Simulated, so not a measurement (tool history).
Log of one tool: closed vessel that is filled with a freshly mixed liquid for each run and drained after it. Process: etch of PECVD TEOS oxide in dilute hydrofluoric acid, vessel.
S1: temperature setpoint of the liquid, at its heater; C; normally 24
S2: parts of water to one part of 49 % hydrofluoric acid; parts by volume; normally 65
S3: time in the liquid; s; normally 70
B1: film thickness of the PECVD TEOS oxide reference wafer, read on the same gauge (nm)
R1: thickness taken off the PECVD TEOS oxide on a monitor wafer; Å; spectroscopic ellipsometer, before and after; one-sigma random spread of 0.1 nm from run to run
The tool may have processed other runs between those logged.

{"run": 1, "hour": 0.0, "S1": 24, "S2": 45, "S3": 70, "B1": 140.01, "R1": 267.4}
{"run": 2, "hour": 17.8, "S1": 24, "S2": 45, "S3": 70, "B1": 140.05, "R1": 268.3}
{"run": 3, "hour": 44.6, "S1": 24, "S2": 45, "S3": 70, "B1": 140.01, "R1": 267.3}
{"run": 4, "hour": 75.6, "S1": 20.5, "S2": 65, "S3": 70, "B1": 139.96, "R1": 157.3}
{"run": 5, "hour": 100.1, "S1": 25.5, "S2": 45, "S3": 70, "B1": 140.03, "R1": 287.1}
{"run": 6, "hour": 130.9, "S1": 25.5, "S2": 45, "S3": 70, "B1": 139.98, "R1": 283.5}
{"run": 7, "hour": 145.2, "S1": 25.5, "S2": 45, "S3": 70, "B1": 140.05, "R1": 287.7}
{"run": 8, "hour": 162.2, "S1": 24, "S2": 65, "S3": 70, "B1": 139.99, "R1": 182.6}
{"hour": 196.5, "done": "thermometer replaced"}
{"run": 9, "hour": 198.0, "S1": 24, "S2": 65, "S3": 70, "B1": 139.98, "R1": 172.3}
{"run": 10, "hour": 211.0, "S1": 20, "S2": 85, "S3": 40, "B1": 140.02, "R1": 63}
{"hour": 215.3, "done": "gauge calibrated"}
{"run": 11, "hour": 235.9, "S1": 20.5, "S2": 65, "S3": 70, "B1": 139.98, "R1": 150.1}
{"hour": 237.1, "done": "hydrofluoric acid flow meter replaced"}
{"run": 12, "hour": 266.0, "S1": 24, "S2": 80, "S3": 70, "B1": 139.97, "R1": 138.9}
{"run": 13, "hour": 289.5, "S1": 24, "S2": 65, "S3": 105, "B1": 140.04, "R1": 261.1}
{"run": 14, "hour": 312.9, "S1": 24, "S2": 65, "S3": 70, "B1": 140.03, "R1": 174.9}
{"run": 15, "hour": 348.4, "S1": 24, "S2": 80, "S3": 70, "B1": 139.97, "R1": 138.8}
{"run": 16, "hour": 361.8, "S1": 20.5, "S2": 50, "S3": 100, "B1": 139.98, "R1": 288.7}
{"run": 17, "hour": 388.6, "S1": 24, "S2": 65, "S3": 100, "B1": 139.98, "R1": 251.4}
{"run": 18, "hour": 404.6, "S1": 19, "S2": 75, "S3": 70, "B1": 139.97, "R1": 122.6}
{"run": 19, "hour": 440.1, "S1": 24, "S2": 65, "S3": 70, "B1": 140, "R1": 175.3}

4 ways to go on from here, each from the tool as it stands after run 19. What would each give?
{"run": "A", "hour": 440.8, "S1": 24, "S2": 65, "S3": 70, "B1": "?", "R1": "?"}
{"run": "B", "hour": 440.8, "S1": 25.5, "S2": 80, "S3": 60, "B1": "?", "R1": "?"}
{"run": "C", "hour": 440.8, "S1": 27.5, "S2": 75, "S3": 70, "B1": "?", "R1": "?"}
{"run": "D", "hour": 440.8, "S1": 26.5, "S2": 65, "S3": 40, "B1": "?", "R1": "?"}

run=A B1=140.03 R1=176.2
run=B B1=140.03 R1=127.8
run=C B1=140.03 R1=173.2
run=D B1=140.03 R1=111.3
With no hidden state in the tool, these same runs would have given:
run=A R1=172.8
run=B R1=125.3
run=C R1=169.9
run=D R1=109.2
